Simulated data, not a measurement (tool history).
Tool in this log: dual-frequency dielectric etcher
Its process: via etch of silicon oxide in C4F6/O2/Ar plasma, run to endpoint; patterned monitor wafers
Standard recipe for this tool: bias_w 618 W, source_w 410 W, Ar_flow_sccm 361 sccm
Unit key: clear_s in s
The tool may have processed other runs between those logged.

run    hour  bias_w  source_w  Ar_flow_sccm  incoming incoming film thickness, nm  clear_s
  1       0     618       470           416                                 198.6     40.3
  2    70.4     618       470           416                                   200     40.6
  3   262.8     717       410           361                                   201     39.5
      331.6  -- wet clean of the chamber
  4   332.1     618       380           388                                 200.3     46.1
  5   377.8     618       380           388                                 199.5     45.7
      427.2  -- upper electrode replaced
  6   427.7     618       380           388                                 197.1     44.8
        471  -- Ar flow controller replaced
  7   485.5     618       410           361                                 198.3       43
  8   528.3     618       410           361                                   200     43.1
  9     556     618       410           361                                 198.7       43
 10     612     618       410           361                                   198     42.6
 11   674.9     618       410           361                                 199.8     42.8
      687.3  -- bias power generator calibrated
 12   712.2     618       450           361                                 200.1     39.9
 13   738.5     516       500           302                                 200.5     40.3
 14   816.4     570       350           361                                 198.1     46.9
 15   866.4     502       320           400                                 199.6     52.7
      927.7  -- wet clean of the chamber
 16   928.2     553       310           419                                 198.5     53.3
 17   956.2     618       410           390                                 197.1     42.3
 18   983.6     493       410           361                                 200.6     47.5
 19    1040     747       410           403                                 198.7     39.3
 20  1078.4     698       340           298                                 196.7     42.5
 21  1115.9     618       370           405                                 198.2       45
     1122.7  -- source power generator calibrated
 22    1309     500       410           306                                 197.3     44.9
 23  1348.7     618       410           361                                 198.7     41.8
 24  1397.5     618       410           390                                 199.6     42.5
 25  1454.5     618       460           319                                 197.5     38.3
 26    1479     520       370           361                                   199     47.5
 27  1510.5     528       410           361                                 198.2     44.2
 28  1550.3     618       410           361                                 196.9     40.9
     1620.6  -- wet clean of the chamber
 29  1621.1     484       330           276                                 198.7     52.8

Alternative continuations, all from the tool just after run 29; predict every row:
  A  1621.5     618       350           361                                 199.9        ?
  B  1621.5     691       460           361                                 199.9        ?
  C  1621.5     618       370           361                                 199.9        ?
  D  1621.5     665       410           361                                 199.9        ?

run  clear_s
  A     47.3
  B       39
  C     45.9
  D     42.1
Take away the tool's hidden state, keep each run's random variation, and the runs would have read:
run  clear_s
  A     46.4
  B     38.2
  C       45
  D     41.2
